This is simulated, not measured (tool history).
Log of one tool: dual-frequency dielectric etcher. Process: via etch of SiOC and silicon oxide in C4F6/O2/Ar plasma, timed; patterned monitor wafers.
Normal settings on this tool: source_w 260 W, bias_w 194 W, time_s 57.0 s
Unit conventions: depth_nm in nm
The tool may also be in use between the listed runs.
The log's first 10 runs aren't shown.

run,day,source_w,bias_w,time_s,wafers since the last listed run,hours since the last wet clean,hours since the last source power generator calibration,hours since the last bias power generator calibration,hours since the last upper electrode change,hours since the gauge calibration,"read-back reference wafer on the same gauge, depth_nm",depth_nm
11,10.725,310,194,66.5,153,290.4,243.7,284.2,4710.0,921.1,50.6,67.4
# day 11.192: gauge calibrated
12,11.912,220,159,52.5,358,318.9,272.2,312.7,4738.5,17.3,50.6,44.2
13,12.562,300,194,69.5,196,334.5,287.8,328.3,4754.1,32.9,50.7,68.9
14,13.496,260,194,57.0,281,356.9,310.2,350.7,4776.5,55.3,50.7,53.8
15,14.429,260,194,57.0,281,379.3,332.6,373.1,4798.9,77.7,50.6,53.6
16,15.067,260,194,57.0,192,394.6,347.9,388.4,4814.2,93.0,50.5,53.9
17,16.450,230,194,52.0,417,427.8,381.1,421.6,4847.4,126.2,50.6,46.7
18,16.971,240,158,57.0,157,440.3,393.6,434.1,4859.9,138.7,50.5,48.8
19,17.829,310,215,50.5,259,460.9,414.2,454.7,4880.5,159.3,50.5,51.8
# day 19.354: upper electrode replaced
20,19.375,280,207,63.5,164,498.0,451.3,491.8,0.5,196.4,50.7,61.4
21,19.388,280,194,44.5,3,498.3,451.6,492.1,0.8,196.7,50.6,42.2
# day 20.550: wet clean of the chamber
22,20.571,210,221,40.5,55,0.5,480.0,520.5,29.2,225.1,50.5,38.8
23,20.583,230,227,62.0,3,0.8,480.3,520.8,29.5,225.4,50.5,62.0
24,21.438,290,194,57.0,257,21.3,500.8,541.3,50.0,245.9,50.7,58.2
25,22.125,240,194,69.5,207,37.8,517.3,557.8,66.5,262.4,50.5,65.9
26,22.625,260,194,57.0,151,49.8,529.3,569.8,78.5,274.4,50.7,56.0
27,23.888,310,215,57.0,381,80.1,559.6,600.1,108.8,304.7,50.5,61.8
28,25.100,260,194,57.0,366,109.2,588.7,629.2,137.9,333.8,50.6,56.3
29,25.912,230,181,57.0,245,128.7,608.2,648.7,157.4,353.3,50.6,51.7
30,26.846,260,194,57.0,281,151.1,630.6,671.1,179.8,375.7,50.7,55.2
31,28.058,240,194,46.5,366,180.2,659.7,700.2,208.9,404.8,50.6,43.6

Forecast each of these 3 alternatives for the next run:
A,28.075,260,194,57.0,5,180.6,660.1,700.6,209.3,405.2,?,?
B,28.075,310,153,68.5,5,180.6,660.1,700.6,209.3,405.2,?,?
C,28.075,260,169,57.0,5,180.6,660.1,700.6,209.3,405.2,?,?

run,"read-back reference wafer on the same gauge, depth_nm",depth_nm
A,50.6,55.7
B,50.6,65.8
C,50.6,53.3
Without the tool's unlogged condition, the same runs would have read:
run,depth_nm
A,56.8
B,67.2
C,54.4
